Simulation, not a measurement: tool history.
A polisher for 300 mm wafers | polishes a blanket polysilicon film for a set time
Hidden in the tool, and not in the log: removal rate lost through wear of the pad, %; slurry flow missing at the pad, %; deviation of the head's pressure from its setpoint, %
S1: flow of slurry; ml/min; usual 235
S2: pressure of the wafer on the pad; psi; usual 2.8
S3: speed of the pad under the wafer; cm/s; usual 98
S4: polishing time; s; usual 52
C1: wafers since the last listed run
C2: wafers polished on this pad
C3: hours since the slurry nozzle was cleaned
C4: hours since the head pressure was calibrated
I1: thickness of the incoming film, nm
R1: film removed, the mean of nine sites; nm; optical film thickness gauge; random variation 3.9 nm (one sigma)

run,day,S1,S2,S3,S4,C1,C2,C3,C4,I1,R1
1,0.000,235,2.8,98,39,0,1411,501.6,269.1,1178.6,337.3
2,3.854,235,2.8,98,39,912,2324,594.1,361.6,1188.2,332.2
3,7.408,235,2.8,98,52,841,3166,679.4,446.9,1182.3,433.5
# day 7.788: worn pad replaced by a new one
4,9.817,235,2.8,98,52,530,480,737.2,504.7,1191.8,464.6
5,11.338,235,2.8,98,52,360,840,773.7,541.2,1181.8,457.0
6,14.058,235,2.8,98,52,644,1485,839.0,606.5,1186.7,449.0
# day 14.233: slurry nozzle cleaned
7,17.483,235,2.8,98,52,801,2286,78.0,688.7,1168.9,437.6
# day 21.258: worn pad replaced by a new one
8,21.279,235,2.8,98,52,859,4,169.1,779.8,1177.7,472.7
9,23.746,235,2.8,98,52,584,589,228.3,839.0,1178.8,478.3
10,27.500,235,2.8,98,52,889,1478,318.4,929.1,1183.7,459.5
11,29.446,235,2.8,98,52,460,1938,365.1,975.8,1183.9,455.1
12,32.700,235,2.8,98,52,770,2709,443.2,1053.9,1205.2,444.1
13,34.442,235,2.8,98,52,412,3122,485.0,1095.7,1194.1,441.5
14,36.475,270,2.8,130,52,481,3603,533.8,1144.5,1180.8,581.1
# day 38.008: worn pad replaced by a new one
15,38.317,235,2.8,98,52,396,73,578.0,1188.7,1189.6,491.1
16,41.354,235,2.8,98,68,719,792,650.9,1261.6,1169.9,630.0
# day 44.283: head pressure recalibrated
17,45.217,235,1.8,76,34,894,1687,743.6,22.4,1166.7,177.4
18,46.762,180,2.8,78,52,366,2053,780.7,59.5,1164.1,341.5
19,48.617,200,2.8,98,57,439,2492,825.2,104.0,1161.0,470.3
# day 50.200: slurry nozzle cleaned
20,52.658,235,2.3,98,34,947,3440,59.0,201.0,1178.7,246.5
# day 54.779: worn pad replaced by a new one
21,55.125,235,1.9,80,52,544,81,118.2,260.2,1193.2,307.4
22,59.479,305,2.8,114,52,1031,1112,222.7,364.7,1183.1,544.4
23,63.846,205,1.9,98,52,1034,2146,327.5,469.5,1174.9,349.3
24,66.775,270,3.6,118,52,693,2840,397.8,539.8,1171.5,626.1
# day 69.879: worn pad replaced by a new one
25,74.717,235,2.8,98,52,1841,1145,588.4,730.4,1171.3,469.2

Forecast each of these 3 alternatives for the next run:
A,74.733,235,2.8,98,52,3,1149,588.8,730.8,1153.8,?
B,74.733,235,2.8,98,43,3,1149,588.8,730.8,1153.8,?
C,74.733,295,3.2,122,39,3,1149,588.8,730.8,1153.8,?

run,R1
A,462.9
B,382.8
C,478.0
Without the tool's hidden state the same runs would have given:
run,R1
A,459.4
B,379.9
C,474.4
